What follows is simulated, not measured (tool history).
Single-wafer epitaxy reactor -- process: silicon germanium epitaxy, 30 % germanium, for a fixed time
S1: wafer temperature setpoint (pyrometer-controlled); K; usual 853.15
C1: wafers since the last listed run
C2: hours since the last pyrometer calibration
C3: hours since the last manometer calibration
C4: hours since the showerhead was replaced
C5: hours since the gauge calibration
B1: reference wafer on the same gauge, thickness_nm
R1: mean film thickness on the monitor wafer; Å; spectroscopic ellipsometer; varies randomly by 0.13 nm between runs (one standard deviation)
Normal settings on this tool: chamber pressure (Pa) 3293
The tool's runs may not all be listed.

Run 1, hour 0.0: usual settings; C1 0; C2 464.0; C3 1540.5; C4 6971.0; C5 88.0; B1 40.119. Result: R1 460.61 Å.
Run 2, hour 15.3: usual settings; C1 375; C2 479.3; C3 1555.8; C4 6986.3; C5 103.3; B1 40.119. Result: R1 459.94 Å.
Run 3, hour 37.1: usual settings but S1 848.15 K, chamber pressure (Pa) 2680; C1 535; C2 501.1; C3 1577.6; C4 7008.1; C5 125.1; B1 40.106. Result: R1 376.16 Å.
Run 4, hour 54.2: usual settings but S1 848.15 K, chamber pressure (Pa) 2680; C1 420; C2 518.2; C3 1594.7; C4 7025.2; C5 142.2; B1 40.105. Result: R1 375.19 Å.
Run 5, hour 81.0: usual settings but S1 848.15 K, chamber pressure (Pa) 2680; C1 658; C2 545.0; C3 1621.5; C4 7052.0; C5 169.0; B1 40.093. Result: R1 377.95 Å.
Run 6, hour 124.2: usual settings; C1 1061; C2 588.2; C3 1664.7; C4 7095.2; C5 212.2; B1 40.063. Result: R1 455.45 Å.
Run 7, hour 157.8: usual settings; C1 825; C2 621.8; C3 1698.3; C4 7128.8; C5 245.8; B1 40.094. Result: R1 459.01 Å.
Run 8, hour 182.0: usual settings; C1 594; C2 646.0; C3 1722.5; C4 7153.0; C5 270.0; B1 40.122. Result: R1 458.40 Å.
Run 9, hour 197.5: usual settings but S1 862.15 K, chamber pressure (Pa) 3533; C1 380; C2 661.5; C3 1738.0; C4 7168.5; C5 285.5; B1 40.110. Result: R1 570.37 Å.
Run 10, hour 211.6: usual settings; C1 346; C2 675.6; C3 1752.1; C4 7182.6; C5 299.6; B1 40.086. Result: R1 457.86 Å.
Run 11, hour 236.0: usual settings; C1 599; C2 700.0; C3 1776.5; C4 7207.0; C5 324.0; B1 40.078. Result: R1 455.50 Å.
Run 12, hour 261.4: usual settings; C1 623; C2 725.4; C3 1801.9; C4 7232.4; C5 349.4; B1 40.118. Result: R1 458.34 Å.
Run 13, hour 347.3: usual settings; C1 2110; C2 811.3; C3 1887.8; C4 7318.3; C5 435.3; B1 40.064. Result: R1 455.68 Å.
At hour 366.3: pyrometer calibrated.
Run 14, hour 393.6: usual settings; C1 940; C2 27.3; C3 1934.1; C4 7364.6; C5 481.6; B1 40.070. Result: R1 463.91 Å.
At hour 403.9: showerhead replaced.
Run 15, hour 406.5: usual settings; C1 120; C2 40.2; C3 1947.0; C4 2.6; C5 494.5; B1 40.103. Result: R1 464.40 Å.
Run 16, hour 432.9: usual settings but S1 857.15 K; C1 648; C2 66.6; C3 1973.4; C4 29.0; C5 520.9; B1 40.093. Result: R1 505.68 Å.
Run 17, hour 457.8: usual settings but S1 857.15 K; C1 611; C2 91.5; C3 1998.3; C4 53.9; C5 545.8; B1 40.102. Result: R1 506.25 Å.
At hour 476.7: capacitance manometer re-zeroed and calibrated.
Run 18, hour 482.5: usual settings but S1 847.15 K, chamber pressure (Pa) 2920; C1 410; C2 116.2; C3 5.8; C4 78.6; C5 570.5; B1 40.091. Result: R1 386.14 Å.
Run 19, hour 513.4: usual settings but S1 843.15 K, chamber pressure (Pa) 2893; C1 759; C2 147.1; C3 36.7; C4 109.5; C5 601.4; B1 40.134. Result: R1 350.07 Å.
Run 20, hour 530.9: usual settings but S1 840.15 K, chamber pressure (Pa) 2693; C1 429; C2 164.6; C3 54.2; C4 127.0; C5 618.9; B1 40.096. Result: R1 318.74 Å.
At hour 556.4: gauge calibrated.
Run 21, hour 562.5: usual settings but S1 859.15 K; C1 776; C2 196.2; C3 85.8; C4 158.6; C5 6.1; B1 40.093. Result: R1 523.75 Å.
Run 22, hour 594.2: usual settings but S1 843.15 K, chamber pressure (Pa) 2786; C1 778; C2 227.9; C3 117.5; C4 190.3; C5 37.8; B1 40.075. Result: R1 345.12 Å.
Run 23, hour 691.1: usual settings; C1 2380; C2 324.8; C3 214.4; C4 287.2; C5 134.7; B1 40.090. Result: R1 462.98 Å.
Run 24, hour 715.4: usual settings but S1 859.15 K, chamber pressure (Pa) 2800; C1 596; C2 349.1; C3 238.7; C4 311.5; C5 159.0; B1 40.062. Result: R1 488.79 Å.
Run 25, hour 775.3: usual settings; C1 1471; C2 409.0; C3 298.6; C4 371.4; C5 218.9; B1 40.124. Result: R1 460.43 Å.
Run 26, hour 790.7: usual settings but S1 846.15 K; C1 378; C2 424.4; C3 314.0; C4 386.8; C5 234.3; B1 40.055. Result: R1 397.01 Å.
Run 27, hour 815.6: usual settings but chamber pressure (Pa) 4013; C1 611; C2 449.3; C3 338.9; C4 411.7; C5 259.2; B1 40.117. Result: R1 502.77 Å.
Run 28, hour 841.5: usual settings but S1 868.15 K, chamber pressure (Pa) 2773; C1 636; C2 475.2; C3 364.8; C4 437.6; C5 285.1; B1 40.098. Result: R1 584.46 Å.
Run 29, hour 855.4: usual settings; C1 341; C2 489.1; C3 378.7; C4 451.5; C5 299.0; B1 40.091. Result: R1 459.41 Å.
Run 30, hour 886.5: usual settings but S1 846.15 K, chamber pressure (Pa) 3520; C1 763; C2 520.2; C3 409.8; C4 482.6; C5 330.1; B1 40.123. Result: R1 407.45 Å.
Run 31, hour 919.0: usual settings but chamber pressure (Pa) 3853; C1 798; C2 552.7; C3 442.3; C4 515.1; C5 362.6; B1 40.097. Result: R1 491.20 Å.
Run 32, hour 939.5: usual settings but S1 839.15 K, chamber pressure (Pa) 2626; C1 503; C2 573.2; C3 462.8; C4 535.6; C5 383.1; B1 40.104. Result: R1 306.18 Å.
Run 33, hour 956.9: usual settings but S1 866.15 K, chamber pressure (Pa) 3026; C1 427; C2 590.6; C3 480.2; C4 553.0; C5 400.5; B1 40.096. Result: R1 580.12 Å.
Run 34, hour 983.0: usual settings but S1 846.15 K, chamber pressure (Pa) 2946; C1 641; C2 616.7; C3 506.3; C4 579.1; C5 426.6; B1 40.097. Result: R1 376.22 Å.
Run 35, hour 1009.7: usual settings; C1 655; C2 643.4; C3 533.0; C4 605.8; C5 453.3; B1 40.111. Result: R1 460.38 Å.
Run 36, hour 1029.5: usual settings but chamber pressure (Pa) 3066; C1 486; C2 663.2; C3 552.8; C4 625.6; C5 473.1; B1 40.113. Result: R1 441.89 Å.

Branching from run 36: 3 alternative next runs. What would each branch give?
Run A, hour 1029.9: usual settings; C1 9; C2 663.6; C3 553.2; C4 626.0; C5 473.5; B1 ?. Result: R1 ?.
Run B, hour 1029.9: usual settings but S1 847.15 K, chamber pressure (Pa) 3986; C1 9; C2 663.6; C3 553.2; C4 626.0; C5 473.5; B1 ?. Result: R1 ?.
Run C, hour 1029.9: usual settings but chamber pressure (Pa) 3693; C1 9; C2 663.6; C3 553.2; C4 626.0; C5 473.5; B1 ?. Result: R1 ?.

run      B1      R1
  A  40.111  459.40
  B  40.111  438.52
  C  40.111  483.01
Had the tool no hidden state, the same runs would have come out as:
run      R1
  A  462.86
  B  441.87
  C  486.64
